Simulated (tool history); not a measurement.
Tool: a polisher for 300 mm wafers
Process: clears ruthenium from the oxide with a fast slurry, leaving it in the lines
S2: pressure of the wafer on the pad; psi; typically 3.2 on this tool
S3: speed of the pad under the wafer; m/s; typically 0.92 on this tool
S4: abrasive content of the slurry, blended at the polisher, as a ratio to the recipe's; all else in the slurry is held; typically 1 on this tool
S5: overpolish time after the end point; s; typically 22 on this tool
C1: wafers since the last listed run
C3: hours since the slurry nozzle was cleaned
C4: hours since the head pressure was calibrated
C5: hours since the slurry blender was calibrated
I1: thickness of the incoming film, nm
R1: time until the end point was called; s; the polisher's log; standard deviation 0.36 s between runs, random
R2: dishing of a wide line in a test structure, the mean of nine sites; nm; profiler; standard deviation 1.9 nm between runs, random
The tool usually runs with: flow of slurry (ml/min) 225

{"run": 1, "hour": 0.0, "flow of slurry (ml/min)": 225, "S2": 3.2, "S3": 0.92, "S4": 1, "S5": 22, "C1": 0, "wafers polished on this pad": 595, "C3": 643.5, "C4": 19.2, "C5": 326.3, "I1": 149.2, "R1": 31.1, "R2": 83.3}
{"hour": 11.2, "done": "slurry nozzle cleaned"}
{"run": 2, "hour": 65.8, "flow of slurry (ml/min)": 225, "S2": 3.2, "S3": 0.92, "S4": 1, "S5": 22, "C1": 844, "wafers polished on this pad": 1440, "C3": 54.6, "C4": 85, "C5": 392.1, "I1": 151.5, "R1": 33.1, "R2": 80.7}
{"run": 3, "hour": 103.5, "flow of slurry (ml/min)": 225, "S2": 3.2, "S3": 0.92, "S4": 1, "S5": 22, "C1": 491, "wafers polished on this pad": 1932, "C3": 92.3, "C4": 122.7, "C5": 429.8, "I1": 150.4, "R1": 31.8, "R2": 82.4}
{"hour": 133.3, "done": "slurry blender recalibrated"}
{"run": 4, "hour": 133.8, "flow of slurry (ml/min)": 225, "S2": 3.2, "S3": 0.92, "S4": 1, "S5": 22, "C1": 368, "wafers polished on this pad": 2301, "C3": 122.6, "C4": 153, "C5": 0.5, "I1": 148.2, "R1": 32.1, "R2": 80.1}
{"run": 5, "hour": 178.9, "flow of slurry (ml/min)": 225, "S2": 3.2, "S3": 0.92, "S4": 1, "S5": 22, "C1": 588, "wafers polished on this pad": 2889, "C3": 167.7, "C4": 198.1, "C5": 45.6, "I1": 150.1, "R1": 32.4, "R2": 78.3}
{"run": 6, "hour": 219.6, "flow of slurry (ml/min)": 245, "S2": 2.1, "S3": 1.22, "S4": 1, "S5": 34, "C1": 530, "wafers polished on this pad": 3419, "C3": 208.4, "C4": 238.8, "C5": 86.3, "I1": 152.1, "R1": 32.9, "R2": 109.9}
{"run": 7, "hour": 274.3, "flow of slurry (ml/min)": 225, "S2": 3.2, "S3": 0.92, "S4": 1.25, "S5": 22, "C1": 713, "wafers polished on this pad": 4133, "C3": 263.1, "C4": 293.5, "C5": 141, "I1": 147.5, "R1": 28.2, "R2": 87.6}
{"run": 8, "hour": 324.8, "flow of slurry (ml/min)": 225, "S2": 3.2, "S3": 1, "S4": 1, "S5": 22, "C1": 658, "wafers polished on this pad": 4791, "C3": 313.6, "C4": 344, "C5": 191.5, "I1": 148.5, "R1": 30.2, "R2": 81.5}
{"run": 9, "hour": 360.7, "flow of slurry (ml/min)": 225, "S2": 3.2, "S3": 0.92, "S4": 1, "S5": 22, "C1": 468, "wafers polished on this pad": 5259, "C3": 349.5, "C4": 379.9, "C5": 227.4, "I1": 149.5, "R1": 32.5, "R2": 79}
{"run": 10, "hour": 406.8, "flow of slurry (ml/min)": 225, "S2": 3.2, "S3": 0.8, "S4": 1, "S5": 30, "C1": 601, "wafers polished on this pad": 5860, "C3": 395.6, "C4": 426, "C5": 273.5, "I1": 149.2, "R1": 36.9, "R2": 92.2}
{"hour": 420.8, "done": "worn pad replaced by a new one"}
{"run": 11, "hour": 467.0, "flow of slurry (ml/min)": 225, "S2": 3.2, "S3": 0.92, "S4": 1, "S5": 22, "C1": 732, "wafers polished on this pad": 602, "C3": 455.8, "C4": 486.2, "C5": 333.7, "I1": 147.8, "R1": 31.1, "R2": 80.3}
{"run": 12, "hour": 510.9, "flow of slurry (ml/min)": 200, "S2": 4.3, "S3": 1.16, "S4": 1.1, "S5": 22, "C1": 572, "wafers polished on this pad": 1174, "C3": 499.7, "C4": 530.1, "C5": 377.6, "I1": 150.6, "R1": 19.4, "R2": 114}
{"hour": 519.6, "done": "slurry blender recalibrated"}
{"run": 13, "hour": 581.5, "flow of slurry (ml/min)": 165, "S2": 3.2, "S3": 0.92, "S4": 0.8, "S5": 22, "C1": 894, "wafers polished on this pad": 2069, "C3": 570.3, "C4": 600.7, "C5": 61.9, "I1": 147.6, "R1": 37.6, "R2": 69.7}
{"run": 14, "hour": 618.4, "flow of slurry (ml/min)": 170, "S2": 3.2, "S3": 0.92, "S4": 1, "S5": 13, "C1": 481, "wafers polished on this pad": 2550, "C3": 607.2, "C4": 637.6, "C5": 98.8, "I1": 149.9, "R1": 33.7, "R2": 49.4}
{"hour": 646.1, "done": "slurry nozzle cleaned"}
{"run": 15, "hour": 664.0, "flow of slurry (ml/min)": 225, "S2": 3.2, "S3": 0.78, "S4": 1.2, "S5": 22, "C1": 581, "wafers polished on this pad": 3131, "C3": 17.9, "C4": 683.2, "C5": 144.4, "I1": 148.4, "R1": 34.6, "R2": 73.7}
{"run": 16, "hour": 714.9, "flow of slurry (ml/min)": 225, "S2": 3.2, "S3": 0.92, "S4": 1, "S5": 22, "C1": 663, "wafers polished on this pad": 3795, "C3": 68.8, "C4": 734.1, "C5": 195.3, "I1": 149.1, "R1": 32.4, "R2": 78.6}

Estimate the outcome of run 17 from the log above:
{"run": 17, "hour": 758.7, "flow of slurry (ml/min)": 225, "S2": 4.3, "S3": 0.92, "S4": 1, "S5": 25, "C1": 571, "wafers polished on this pad": 4366, "C3": 112.6, "C4": 777.9, "C5": 239.1, "I1": 150.7, "R1": "?", "R2": "?"}

R1: 25.9 s
R2: 105 nm
Take away the tool's hidden state, keep the run-to-run variation as it was, and the same run would have given R1 24.6 s, R2 109.2 nm.
